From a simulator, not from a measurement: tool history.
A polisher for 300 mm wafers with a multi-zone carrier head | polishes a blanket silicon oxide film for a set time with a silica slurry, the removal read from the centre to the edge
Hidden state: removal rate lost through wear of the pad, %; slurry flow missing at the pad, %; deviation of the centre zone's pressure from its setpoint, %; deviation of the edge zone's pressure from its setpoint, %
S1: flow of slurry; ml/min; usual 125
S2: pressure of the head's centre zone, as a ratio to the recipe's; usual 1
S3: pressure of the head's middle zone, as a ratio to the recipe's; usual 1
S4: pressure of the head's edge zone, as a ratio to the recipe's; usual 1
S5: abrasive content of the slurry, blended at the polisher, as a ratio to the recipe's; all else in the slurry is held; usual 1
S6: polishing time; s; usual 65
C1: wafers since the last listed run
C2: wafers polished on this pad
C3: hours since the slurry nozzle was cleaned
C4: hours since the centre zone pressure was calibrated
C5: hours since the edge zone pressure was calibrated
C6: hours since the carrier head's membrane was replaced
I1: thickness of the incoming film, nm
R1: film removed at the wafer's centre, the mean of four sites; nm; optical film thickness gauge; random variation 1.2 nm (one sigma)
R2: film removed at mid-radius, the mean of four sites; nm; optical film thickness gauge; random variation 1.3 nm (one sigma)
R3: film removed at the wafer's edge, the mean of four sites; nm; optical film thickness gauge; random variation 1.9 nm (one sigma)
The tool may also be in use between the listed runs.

run,day,S1,S2,S3,S4,S5,S6,C1,C2,C3,C4,C5,C6,I1,R1,R2,R3
1,0,125,1,1,1,1,65,0,1054,631.2,375.8,264.8,410.6,1607.4,173.9,176.1,174.8
# day 1.262: worn pad replaced by a new one
2,1.467,125,1,1,1,1,65,336,53,666.4,411,300,445.8,1566.5,179.5,181.9,177.2
3,2.621,125,1,1,1,1,65,298,352,694.1,438.7,327.7,473.5,1608.2,174,175.8,178.5
4,3.592,125,1,1,1,1,65,251,603,717.4,462,351,496.8,1591,169.8,176.6,173.9
# day 4.562: slurry nozzle cleaned
5,5.288,125,1,1,1,1,65,428,1031,17.4,502.7,391.7,537.5,1590.9,167.7,173.4,175.9
# day 5.892: worn pad replaced by a new one
6,6.642,125,1,1,1,1,65,307,194,49.9,535.2,424.2,570,1593.7,171,178,177.5
7,7.354,125,0.97,1,1,0.9,65,184,379,67,552.3,441.3,587.1,1605.8,155.1,170.7,168.5
# day 8.125: centre zone pressure recalibrated
8,8.617,165,1,1,1.03,1,65,305,684,97.3,11.8,471.6,617.4,1564.1,193.8,186.2,180.6
# day 9.708: carrier head's membrane replaced by a new one
9,9.746,125,1,1,1,1,65,238,922,124.4,38.9,498.7,0.9,1586.7,182,172.8,174.6
# day 10.638: edge zone pressure recalibrated
10,10.754,125,1,1.1,1,0.8,51,239,1162,148.6,63.1,2.8,25.1,1561,127.4,134.7,124.7
# day 11.275: worn pad replaced by a new one
11,11.992,165,1,1,1,1,65,277,185,178.3,92.8,32.5,54.8,1581,195.4,188.2,186.2
12,12.662,125,1,1,1,0.8,55,173,359,194.4,108.9,48.6,70.9,1569,141.8,134.6,133.4
13,13.825,125,1,1,1,1,65,300,660,222.3,136.8,76.5,98.8,1582.9,182.2,174.5,174.4
14,14.404,125,1.11,0.95,1.05,1,51,149,810,236.2,150.7,90.4,112.7,1607.7,155.3,133.8,140

3 ways to go on from here, each from the tool as it stands after run 14. What would each give?
A,14.421,150,1,1,1,1,65,4,814,236.6,151.1,90.8,113.1,1615.8,?,?,?
B,14.421,125,1.08,1,1,0.7,46,4,814,236.6,151.1,90.8,113.1,1615.8,?,?,?
C,14.421,125,1,1.11,1.07,1.1,65,4,814,236.6,151.1,90.8,113.1,1615.8,?,?,?

run,R1,R2,R3
A,187.2,182.2,182.1
B,115.4,104.7,105.8
C,186.6,199.4,190.4
Without the tool's hidden state the same runs would have given:
run,R1,R2,R3
A,194.7,188.4,188.2
B,120,108.2,109.4
C,194.1,206.1,196.8
